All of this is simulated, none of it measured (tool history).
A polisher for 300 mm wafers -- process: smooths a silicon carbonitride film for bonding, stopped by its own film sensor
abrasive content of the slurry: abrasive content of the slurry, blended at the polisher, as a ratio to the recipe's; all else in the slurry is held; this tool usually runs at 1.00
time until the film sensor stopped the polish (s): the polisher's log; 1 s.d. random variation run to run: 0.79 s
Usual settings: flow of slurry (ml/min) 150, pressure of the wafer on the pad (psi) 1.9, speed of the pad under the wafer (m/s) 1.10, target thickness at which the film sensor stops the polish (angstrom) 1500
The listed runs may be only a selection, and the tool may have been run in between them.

run,hour,flow of slurry (ml/min),pressure of the wafer on the pad (psi),speed of the pad under the wafer (m/s),abrasive content of the slurry,target thickness at which the film sensor stops the polish (angstrom),"incoming thickness of the incoming film, nm",time until the film sensor stopped the polish (s)
1,0.0,150,1.9,1.10,1.00,1500,171.7,90.9
2,49.3,150,1.9,1.10,1.00,1500,168.3,76.9
# hour 82.2: slurry blender recalibrated
# hour 150.3: worn pad replaced by a new one
3,154.8,150,2.1,1.10,1.00,1500,168.9,70.2
4,205.6,150,2.1,1.10,1.00,1500,171.9,83.1
# hour 267.9: slurry blender recalibrated
5,278.0,120,2.1,1.10,1.00,1500,172.5,86.2
# hour 328.4: worn pad replaced by a new one
6,371.2,120,2.1,1.10,1.00,1500,171.4,83.7
7,410.6,165,1.9,1.10,1.00,1500,170.7,85.5
# hour 417.6: slurry nozzle cleaned
# hour 464.8: slurry blender recalibrated
8,494.1,150,1.9,1.10,0.85,1500,171.7,93.4
# hour 523.5: worn pad replaced by a new one
9,553.9,150,2.5,1.10,1.00,1500,170.5,64.9
# hour 606.7: head pressure recalibrated
10,622.7,150,1.9,0.72,1.00,1500,169.6,119.4
# hour 659.1: slurry blender recalibrated
11,675.0,150,1.9,0.82,1.00,1500,170.6,104.3
# hour 722.3: worn pad replaced by a new one
12,759.9,200,1.7,1.10,1.00,1500,172.2,96.9
13,803.8,150,1.9,0.72,1.00,1500,170.2,121.0
# hour 844.2: slurry blender recalibrated
14,845.5,185,1.9,0.84,1.00,1500,171.2,102.7
15,882.0,150,1.4,0.98,1.00,1500,167.4,102.2

Here are 5 independent what-if runs from the current tool condition. What would each one return?
A,882.4,150,1.9,1.10,1.00,1560,170.5,?
B,882.4,150,1.9,1.10,1.00,1470,170.5,?
C,882.4,185,1.9,0.76,1.25,1550,170.5,?
D,882.4,175,1.9,1.32,1.00,1500,170.5,?
E,882.4,150,1.5,1.10,1.25,1500,170.5,?

run,time until the film sensor stopped the polish (s)
A,58.4
B,94.7
C,73.7
D,69.5
E,93.9
Stripped of hidden state, with their random variation kept, the same runs would have yielded:
run,time until the film sensor stopped the polish (s)
A,58.0
B,94.0
C,73.2
D,69.0
E,93.3
